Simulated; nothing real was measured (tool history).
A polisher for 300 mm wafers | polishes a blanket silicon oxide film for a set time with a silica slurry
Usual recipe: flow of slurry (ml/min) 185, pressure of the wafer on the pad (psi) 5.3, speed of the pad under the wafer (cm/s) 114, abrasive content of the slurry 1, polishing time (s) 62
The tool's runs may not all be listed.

| run | day | flow of slurry (ml/min) | pressure of the wafer on the pad (psi) | speed of the pad under the wafer (cm/s) | abrasive content of the slurry | polishing time (s) | incoming thickness of the incoming film, nm | film removed (angstrom) |
|---|---|---|---|---|---|---|---|---|
| 1 | 0 | 185 | 5.3 | 100 | 1 | 62 | 1452.6 | 2180 |
| 2 | 1.571 | 185 | 5.3 | 114 | 1 | 62 | 1443.9 | 2361 |
| 3 | 3.442 | 185 | 5.3 | 114 | 0.9 | 62 | 1478.8 | 2211 |
| 4 | 6.229 | 185 | 5.3 | 114 | 1 | 62 | 1448.2 | 2273 |
| 5 | 8.275 | 160 | 7 | 132 | 1.2 | 62 | 1460.5 | 3404 |
|  | 10.904 | worn pad replaced by a new one |
| 6 | 11.25 | 185 | 5.3 | 114 | 1 | 62 | 1474.8 | 2287 |
| 7 | 13.025 | 185 | 3.9 | 114 | 1 | 62 | 1452.1 | 1722 |
| 8 | 14.671 | 185 | 5.3 | 114 | 1 | 82 | 1450.5 | 2980 |
|  | 15.904 | conditioning disc replaced and pad reconditioned |
| 9 | 16.738 | 185 | 5.3 | 114 | 1 | 62 | 1455.6 | 2379 |
|  | 18.579 | slurry blender recalibrated |
| 10 | 19.338 | 185 | 5.3 | 114 | 1 | 62 | 1444.8 | 2338 |
|  | 19.708 | slurry nozzle cleaned |
| 11 | 21.367 | 185 | 6.5 | 114 | 1 | 62 | 1435.1 | 2863 |
| 12 | 22.454 | 185 | 4.6 | 114 | 0.8 | 62 | 1453.6 | 1824 |
| 13 | 23.483 | 185 | 3.9 | 114 | 1 | 62 | 1438.6 | 1715 |
| 14 | 24.85 | 185 | 5.3 | 152 | 1 | 62 | 1437.8 | 2695 |
| 15 | 27.154 | 235 | 7.1 | 114 | 1 | 62 | 1453.2 | 3162 |
|  | 28.7 | worn pad replaced by a new one |
|  | 32.946 | conditioning disc replaced and pad reconditioned |
| 16 | 35.592 | 185 | 5.3 | 138 | 1 | 62 | 1465.2 | 2654 |
| 17 | 37.517 | 185 | 5.8 | 114 | 1.1 | 79 | 1468.4 | 3438 |
|  | 38.446 | slurry blender recalibrated |
|  | 39.462 | slurry nozzle cleaned |
| 18 | 39.783 | 150 | 4.1 | 114 | 0.75 | 62 | 1456 | 1528 |
| 19 | 41.8 | 140 | 5.3 | 114 | 1 | 45 | 1459 | 1571 |
| 20 | 42.838 | 240 | 5.3 | 114 | 1.3 | 62 | 1443 | 2702 |
| 21 | 44.238 | 250 | 5.3 | 104 | 1.1 | 75 | 1467.3 | 2865 |
| 22 | 46.138 | 185 | 5.3 | 114 | 1 | 41 | 1463.9 | 1507 |

Run 23, settings as shown, results not yet in. Your forecast:
|  | 47.083 | worn pad replaced by a new one |
| 23 | 48.367 | 185 | 5.3 | 114 | 1 | 62 | 1434.7 | ? |

{"run 23": {"film removed (angstrom)": 2272}}
With the hidden condition absent and the run-to-run variation left alone, this run would have shown film removed (angstrom) 2406.

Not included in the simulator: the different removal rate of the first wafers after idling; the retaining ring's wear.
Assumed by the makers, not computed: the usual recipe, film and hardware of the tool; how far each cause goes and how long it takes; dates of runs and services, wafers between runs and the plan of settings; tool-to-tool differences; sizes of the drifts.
